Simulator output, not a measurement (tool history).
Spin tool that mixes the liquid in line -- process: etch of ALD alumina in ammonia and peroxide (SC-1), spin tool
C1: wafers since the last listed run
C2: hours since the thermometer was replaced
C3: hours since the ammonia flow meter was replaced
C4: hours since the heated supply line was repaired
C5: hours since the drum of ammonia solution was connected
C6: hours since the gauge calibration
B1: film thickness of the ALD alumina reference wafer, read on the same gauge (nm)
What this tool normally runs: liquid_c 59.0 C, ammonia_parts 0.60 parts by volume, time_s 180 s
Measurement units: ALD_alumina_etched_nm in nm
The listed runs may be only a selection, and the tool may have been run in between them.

Run 1, hour 0.0: usual settings; C1 0; C2 269.8; C3 98.3; C4 1524.9; C5 214.5; C6 227.2; B1 130.02. Result: ALD_alumina_etched_nm 18.48 nm.
Run 2, hour 68.5: usual settings; C1 448; C2 338.3; C3 166.8; C4 1593.4; C5 283.0; C6 295.7; B1 129.97. Result: ALD_alumina_etched_nm 18.47 nm.
Run 3, hour 133.7: usual settings but liquid_c 66.0 C, time_s 250 s; C1 426; C2 403.5; C3 232.0; C4 1658.6; C5 348.2; C6 360.9; B1 129.98. Result: ALD_alumina_etched_nm 36.35 nm.
Run 4, hour 189.7: usual settings but liquid_c 66.0 C, time_s 250 s; C1 366; C2 459.5; C3 288.0; C4 1714.6; C5 404.2; C6 416.9; B1 130.02. Result: ALD_alumina_etched_nm 36.24 nm.
Run 5, hour 238.2: usual settings; C1 317; C2 508.0; C3 336.5; C4 1763.1; C5 452.7; C6 465.4; B1 129.98. Result: ALD_alumina_etched_nm 18.38 nm.
At hour 275.9: new drum of ammonia solution connected.
Run 6, hour 323.6: usual settings; C1 552; C2 593.4; C3 421.9; C4 1848.5; C5 47.7; C6 550.8; B1 130.02. Result: ALD_alumina_etched_nm 18.24 nm.
Run 7, hour 373.5: usual settings; C1 326; C2 643.3; C3 471.8; C4 1898.4; C5 97.6; C6 600.7; B1 129.98. Result: ALD_alumina_etched_nm 18.27 nm.
Run 8, hour 454.8: usual settings; C1 531; C2 724.6; C3 553.1; C4 1979.7; C5 178.9; C6 682.0; B1 130.01. Result: ALD_alumina_etched_nm 18.29 nm.
At hour 516.6: heated supply line repaired.
Run 9, hour 547.5: usual settings but time_s 105 s; C1 599; C2 817.3; C3 645.8; C4 30.9; C5 271.6; C6 774.7; B1 129.97. Result: ALD_alumina_etched_nm 10.61 nm.
Run 10, hour 626.5: usual settings but time_s 105 s; C1 516; C2 896.3; C3 724.8; C4 109.9; C5 350.6; C6 853.7; B1 130.01. Result: ALD_alumina_etched_nm 10.50 nm.
At hour 653.3: gauge calibrated.
Run 11, hour 696.5: usual settings but time_s 105 s; C1 457; C2 966.3; C3 794.8; C4 179.9; C5 420.6; C6 43.2; B1 129.98. Result: ALD_alumina_etched_nm 10.65 nm.
At hour 737.2: thermometer replaced.
Run 12, hour 747.9: usual settings but liquid_c 64.0 C, ammonia_parts 0.35 parts by volume, time_s 125 s; C1 329; C2 10.7; C3 846.2; C4 231.3; C5 472.0; C6 94.6; B1 129.99. Result: ALD_alumina_etched_nm 15.11 nm.
Run 13, hour 788.6: usual settings; C1 266; C2 51.4; C3 886.9; C4 272.0; C5 512.7; C6 135.3; B1 130.01. Result: ALD_alumina_etched_nm 17.56 nm.
Run 14, hour 863.8: usual settings but ammonia_parts 0.80 parts by volume, time_s 270 s; C1 491; C2 126.6; C3 962.1; C4 347.2; C5 587.9; C6 210.5; B1 130.02. Result: ALD_alumina_etched_nm 26.97 nm.
At hour 910.1: new drum of ammonia solution connected.
Run 15, hour 911.4: usual settings but ammonia_parts 0.35 parts by volume; C1 304; C2 174.2; C3 1009.7; C4 394.8; C5 1.3; C6 258.1; B1 130.00. Result: ALD_alumina_etched_nm 16.85 nm.
At hour 957.5: ammonia flow meter replaced.
Run 16, hour 959.6: usual settings; C1 308; C2 222.4; C3 2.1; C4 443.0; C5 49.5; C6 306.3; B1 129.98. Result: ALD_alumina_etched_nm 17.61 nm.
Run 17, hour 1007.4: usual settings but liquid_c 53.5 C, ammonia_parts 0.90 parts by volume; C1 312; C2 270.2; C3 49.9; C4 490.8; C5 97.3; C6 354.1; B1 129.99. Result: ALD_alumina_etched_nm 13.71 nm.
At hour 1063.4: thermometer replaced, repeated, since the last time left the tool worse.
Run 18, hour 1082.0: usual settings but liquid_c 51.5 C, ammonia_parts 0.70 parts by volume, time_s 260 s; C1 481; C2 18.6; C3 124.5; C4 565.4; C5 171.9; C6 428.7; B1 130.03. Result: ALD_alumina_etched_nm 18.17 nm.
Run 19, hour 1123.0: usual settings but liquid_c 69.0 C, ammonia_parts 0.30 parts by volume, time_s 75 s; C1 268; C2 59.6; C3 165.5; C4 606.4; C5 212.9; C6 469.7; B1 130.01. Result: ALD_alumina_etched_nm 12.21 nm.
Run 20, hour 1166.0: usual settings but ammonia_parts 0.75 parts by volume, time_s 265 s; C1 281; C2 102.6; C3 208.5; C4 649.4; C5 255.9; C6 512.7; B1 130.01. Result: ALD_alumina_etched_nm 28.32 nm.
Run 21, hour 1241.3: usual settings; C1 492; C2 177.9; C3 283.8; C4 724.7; C5 331.2; C6 588.0; B1 130.01. Result: ALD_alumina_etched_nm 18.34 nm.
Run 22, hour 1324.4: usual settings but liquid_c 66.5 C, ammonia_parts 0.45 parts by volume; C1 543; C2 261.0; C3 366.9; C4 807.8; C5 414.3; C6 671.1; B1 130.00. Result: ALD_alumina_etched_nm 26.40 nm.

Each row is a separate what-if for the run after 22, all from the same tool condition, not one after another. Results?
Run A, hour 1324.9: usual settings but time_s 240 s; C1 3; C2 261.5; C3 367.4; C4 808.3; C5 414.8; C6 671.6; B1 ?. Result: ALD_alumina_etched_nm ?.
Run B, hour 1324.9: usual settings but ammonia_parts 0.80 parts by volume; C1 3; C2 261.5; C3 367.4; C4 808.3; C5 414.8; C6 671.6; B1 ?. Result: ALD_alumina_etched_nm ?.
Run C, hour 1324.9: usual settings but ammonia_parts 0.40 parts by volume, time_s 140 s; C1 3; C2 261.5; C3 367.4; C4 808.3; C5 414.8; C6 671.6; B1 ?. Result: ALD_alumina_etched_nm ?.
Run D, hour 1324.9: usual settings but ammonia_parts 0.75 parts by volume, time_s 250 s; C1 3; C2 261.5; C3 367.4; C4 808.3; C5 414.8; C6 671.6; B1 ?. Result: ALD_alumina_etched_nm ?.
Run E, hour 1324.9: usual settings but liquid_c 65.5 C; C1 3; C2 261.5; C3 367.4; C4 808.3; C5 414.8; C6 671.6; B1 ?. Result: ALD_alumina_etched_nm ?.

run      B1  ALD_alumina_etched_nm
  A  129.97                  25.00
  B  129.97                  19.26
  C  129.97                  14.03
  D  129.97                  26.59
  E  129.97                  26.05
Without the tool's hidden state the same runs would have given:
run  ALD_alumina_etched_nm
  A                  25.23
  B                  19.44
  C                  14.16
  D                  26.84
  E                  26.28

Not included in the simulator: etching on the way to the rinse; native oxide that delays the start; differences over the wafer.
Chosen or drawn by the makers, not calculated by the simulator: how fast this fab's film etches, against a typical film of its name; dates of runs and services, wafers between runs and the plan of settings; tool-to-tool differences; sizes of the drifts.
